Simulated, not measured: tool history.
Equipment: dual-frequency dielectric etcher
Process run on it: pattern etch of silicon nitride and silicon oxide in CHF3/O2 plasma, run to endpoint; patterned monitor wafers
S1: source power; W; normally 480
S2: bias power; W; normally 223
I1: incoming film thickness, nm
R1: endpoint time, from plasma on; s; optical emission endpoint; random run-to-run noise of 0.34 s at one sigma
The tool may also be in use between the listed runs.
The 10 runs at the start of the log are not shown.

run	hour	S1	S2	I1	R1
11	129.6	510	268	184.2	106.0
# hour 138.2: source power generator calibrated
12	141.5	510	268	183.3	105.4
13	155.0	480	223	183.4	114.9
14	163.3	480	223	181.2	113.3
15	177.4	530	223	181.9	110.7
16	189.2	480	223	184.7	116.1
17	207.2	570	223	183.6	109.5
18	216.7	420	237	185.5	118.0
19	231.7	560	244	184.0	107.5

The next listed run, before its measurement:
20	238.8	480	186	183.9	?

For run 20 the tool returned R1 122.3 s.
Take away the tool's hidden state, keep the run-to-run variation as it was, and the same run would have given R1 119.6 s.
